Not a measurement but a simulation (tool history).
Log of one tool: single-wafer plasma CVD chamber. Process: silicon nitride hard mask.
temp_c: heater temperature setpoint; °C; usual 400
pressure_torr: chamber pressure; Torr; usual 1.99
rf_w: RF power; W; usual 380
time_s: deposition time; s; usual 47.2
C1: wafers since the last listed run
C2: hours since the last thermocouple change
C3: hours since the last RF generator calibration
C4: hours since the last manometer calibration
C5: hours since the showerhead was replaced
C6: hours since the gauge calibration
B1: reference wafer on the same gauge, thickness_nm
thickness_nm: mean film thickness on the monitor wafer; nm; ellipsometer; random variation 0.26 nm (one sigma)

{"run": 1, "hour": 0.0, "temp_c": 400, "pressure_torr": 1.99, "rf_w": 380, "time_s": 45.2, "C1": 0, "C2": 2020.6, "C3": 833.9, "C4": 2405.2, "C5": 3442.2, "C6": 122.1, "B1": 62.573, "thickness_nm": 65.088}
{"run": 2, "hour": 10.7, "temp_c": 400, "pressure_torr": 1.99, "rf_w": 380, "time_s": 47.2, "C1": 133, "C2": 2031.3, "C3": 844.6, "C4": 2415.9, "C5": 3452.9, "C6": 132.8, "B1": 62.618, "thickness_nm": 68.71}
{"run": 3, "hour": 22.6, "temp_c": 400, "pressure_torr": 1.99, "rf_w": 380, "time_s": 47.2, "C1": 148, "C2": 2043.2, "C3": 856.5, "C4": 2427.8, "C5": 3464.8, "C6": 144.7, "B1": 62.582, "thickness_nm": 68.846}
{"run": 4, "hour": 39.7, "temp_c": 400, "pressure_torr": 1.99, "rf_w": 380, "time_s": 47.2, "C1": 213, "C2": 2060.3, "C3": 873.6, "C4": 2444.9, "C5": 3481.9, "C6": 161.8, "B1": 62.587, "thickness_nm": 68.6}
{"run": 5, "hour": 50.8, "temp_c": 400, "pressure_torr": 1.99, "rf_w": 380, "time_s": 47.2, "C1": 138, "C2": 2071.4, "C3": 884.7, "C4": 2456, "C5": 3493, "C6": 172.9, "B1": 62.575, "thickness_nm": 68.871}
{"hour": 67.9, "done": "thermocouple changed; heater temperature recalibrated"}
{"run": 6, "hour": 68.4, "temp_c": 400, "pressure_torr": 1.99, "rf_w": 380, "time_s": 47.2, "C1": 119, "C2": 0.5, "C3": 902.3, "C4": 2473.6, "C5": 3510.6, "C6": 190.5, "B1": 62.609, "thickness_nm": 68.799}
{"run": 7, "hour": 82.5, "temp_c": 400, "pressure_torr": 1.99, "rf_w": 380, "time_s": 49.4, "C1": 176, "C2": 14.6, "C3": 916.4, "C4": 2487.7, "C5": 3524.7, "C6": 204.6, "B1": 62.565, "thickness_nm": 72.027}
{"run": 8, "hour": 97.6, "temp_c": 400, "pressure_torr": 1.99, "rf_w": 380, "time_s": 47.2, "C1": 188, "C2": 29.7, "C3": 931.5, "C4": 2502.8, "C5": 3539.8, "C6": 219.7, "B1": 62.606, "thickness_nm": 68.758}
{"run": 9, "hour": 115.3, "temp_c": 400, "pressure_torr": 1.99, "rf_w": 380, "time_s": 47.2, "C1": 221, "C2": 47.4, "C3": 949.2, "C4": 2520.5, "C5": 3557.5, "C6": 237.4, "B1": 62.585, "thickness_nm": 68.284}
{"run": 10, "hour": 131.5, "temp_c": 400, "pressure_torr": 1.99, "rf_w": 380, "time_s": 51.6, "C1": 202, "C2": 63.6, "C3": 965.4, "C4": 2536.7, "C5": 3573.7, "C6": 253.6, "B1": 62.558, "thickness_nm": 74.766}
{"hour": 153.3, "done": "gauge calibrated"}
{"hour": 153.8, "done": "capacitance manometer re-zeroed and calibrated"}
{"run": 11, "hour": 154.3, "temp_c": 400, "pressure_torr": 1.99, "rf_w": 380, "time_s": 51.6, "C1": 184, "C2": 86.4, "C3": 988.2, "C4": 0.5, "C5": 3596.5, "C6": 1, "B1": 62.665, "thickness_nm": 74.764}
{"run": 12, "hour": 159.7, "temp_c": 400, "pressure_torr": 1.99, "rf_w": 380, "time_s": 47.2, "C1": 67, "C2": 91.8, "C3": 993.6, "C4": 5.9, "C5": 3601.9, "C6": 6.4, "B1": 62.632, "thickness_nm": 68.159}
{"run": 13, "hour": 170.7, "temp_c": 404, "pressure_torr": 1.99, "rf_w": 380, "time_s": 47.2, "C1": 137, "C2": 102.8, "C3": 1004.6, "C4": 16.9, "C5": 3612.9, "C6": 17.4, "B1": 62.665, "thickness_nm": 68.751}
{"hour": 187.4, "done": "showerhead replaced"}
{"run": 14, "hour": 187.9, "temp_c": 415, "pressure_torr": 1.99, "rf_w": 380, "time_s": 47.2, "C1": 114, "C2": 120, "C3": 1021.8, "C4": 34.1, "C5": 0.5, "C6": 34.6, "B1": 62.577, "thickness_nm": 67.915}
{"run": 15, "hour": 193.0, "temp_c": 413, "pressure_torr": 1.79, "rf_w": 405, "time_s": 42.2, "C1": 63, "C2": 125.1, "C3": 1026.9, "C4": 39.2, "C5": 5.6, "C6": 39.7, "B1": 62.587, "thickness_nm": 60.617}
{"run": 16, "hour": 206.7, "temp_c": 389, "pressure_torr": 2.31, "rf_w": 340, "time_s": 38.7, "C1": 171, "C2": 138.8, "C3": 1040.6, "C4": 52.9, "C5": 19.3, "C6": 53.4, "B1": 62.576, "thickness_nm": 55.615}
{"run": 17, "hour": 216.9, "temp_c": 388, "pressure_torr": 1.76, "rf_w": 380, "time_s": 50.9, "C1": 127, "C2": 149, "C3": 1050.8, "C4": 63.1, "C5": 29.5, "C6": 63.6, "B1": 62.631, "thickness_nm": 71.792}
{"run": 18, "hour": 234.2, "temp_c": 406, "pressure_torr": 1.99, "rf_w": 380, "time_s": 47.2, "C1": 216, "C2": 166.3, "C3": 1068.1, "C4": 80.4, "C5": 46.8, "C6": 80.9, "B1": 62.645, "thickness_nm": 68.356}
{"run": 19, "hour": 251.1, "temp_c": 400, "pressure_torr": 1.99, "rf_w": 440, "time_s": 53.7, "C1": 211, "C2": 183.2, "C3": 1085, "C4": 97.3, "C5": 63.7, "C6": 97.8, "B1": 62.619, "thickness_nm": 83.904}
{"run": 20, "hour": 263.7, "temp_c": 400, "pressure_torr": 1.99, "rf_w": 380, "time_s": 47.2, "C1": 157, "C2": 195.8, "C3": 1097.6, "C4": 109.9, "C5": 76.3, "C6": 110.4, "B1": 62.601, "thickness_nm": 68.3}
{"run": 21, "hour": 278.3, "temp_c": 400, "pressure_torr": 1.99, "rf_w": 380, "time_s": 47.2, "C1": 182, "C2": 210.4, "C3": 1112.2, "C4": 124.5, "C5": 90.9, "C6": 125, "B1": 62.556, "thickness_nm": 68.862}
{"hour": 290.9, "done": "RF generator calibrated"}
{"run": 22, "hour": 295.3, "temp_c": 385, "pressure_torr": 1.73, "rf_w": 380, "time_s": 56.2, "C1": 112, "C2": 227.4, "C3": 4.4, "C4": 141.5, "C5": 107.9, "C6": 142, "B1": 62.555, "thickness_nm": 81.638}
{"run": 23, "hour": 309.7, "temp_c": 400, "pressure_torr": 1.99, "rf_w": 380, "time_s": 47.2, "C1": 179, "C2": 241.8, "C3": 18.8, "C4": 155.9, "C5": 122.3, "C6": 156.4, "B1": 62.616, "thickness_nm": 70.995}
{"run": 24, "hour": 320.0, "temp_c": 400, "pressure_torr": 1.99, "rf_w": 380, "time_s": 47.2, "C1": 128, "C2": 252.1, "C3": 29.1, "C4": 166.2, "C5": 132.6, "C6": 166.7, "B1": 62.594, "thickness_nm": 70.776}
{"run": 25, "hour": 332.5, "temp_c": 400, "pressure_torr": 2.32, "rf_w": 380, "time_s": 47.2, "C1": 156, "C2": 264.6, "C3": 41.6, "C4": 178.7, "C5": 145.1, "C6": 179.2, "B1": 62.637, "thickness_nm": 74.148}
{"run": 26, "hour": 339.5, "temp_c": 400, "pressure_torr": 1.99, "rf_w": 310, "time_s": 50.7, "C1": 87, "C2": 271.6, "C3": 48.6, "C4": 185.7, "C5": 152.1, "C6": 186.2, "B1": 62.553, "thickness_nm": 68.273}
{"run": 27, "hour": 348.4, "temp_c": 391, "pressure_torr": 1.99, "rf_w": 425, "time_s": 41.5, "C1": 111, "C2": 280.5, "C3": 57.5, "C4": 194.6, "C5": 161, "C6": 195.1, "B1": 62.605, "thickness_nm": 66.165}
{"run": 28, "hour": 360.5, "temp_c": 400, "pressure_torr": 1.99, "rf_w": 380, "time_s": 47.2, "C1": 151, "C2": 292.6, "C3": 69.6, "C4": 206.7, "C5": 173.1, "C6": 207.2, "B1": 62.584, "thickness_nm": 70.705}
{"run": 29, "hour": 373.6, "temp_c": 386, "pressure_torr": 1.73, "rf_w": 360, "time_s": 56.2, "C1": 163, "C2": 305.7, "C3": 82.7, "C4": 219.8, "C5": 186.2, "C6": 220.3, "B1": 62.596, "thickness_nm": 79.332}
{"run": 30, "hour": 391.3, "temp_c": 400, "pressure_torr": 2.26, "rf_w": 380, "time_s": 47.2, "C1": 221, "C2": 323.4, "C3": 100.4, "C4": 237.5, "C5": 203.9, "C6": 238, "B1": 62.593, "thickness_nm": 72.612}

Hidden state at the last listed run before each entry between runs and at the first one after, where it differs:
Between runs 5 and 6: thermocouple changed; heater temperature recalibrated (hour 67.9)
  delivered RF power above the setpoint (%): -7.86 -> -7.9
  measured less the result without the state, thickness_nm: -2.901 -> -2.911 nm
Between runs 10 and 11: gauge calibrated (hour 153.3); capacitance manometer re-zeroed and calibrated (hour 153.8)
  delivered RF power above the setpoint (%): -8.02 -> -8.05
  measured less the result without the state, thickness_nm: -3.214 -> -3.23 nm
Between runs 13 and 14: showerhead replaced (hour 187.4)
  delivered RF power above the setpoint (%): -8.08 -> -8.11
  measured less the result without the state, thickness_nm: -2.979 -> -2.954 nm
Between runs 21 and 22: RF generator calibrated (hour 290.9)
  delivered RF power above the setpoint (%): -8.22 -> -0.661
  measured less the result without the state, thickness_nm: -3.041 -> -0.275 nm
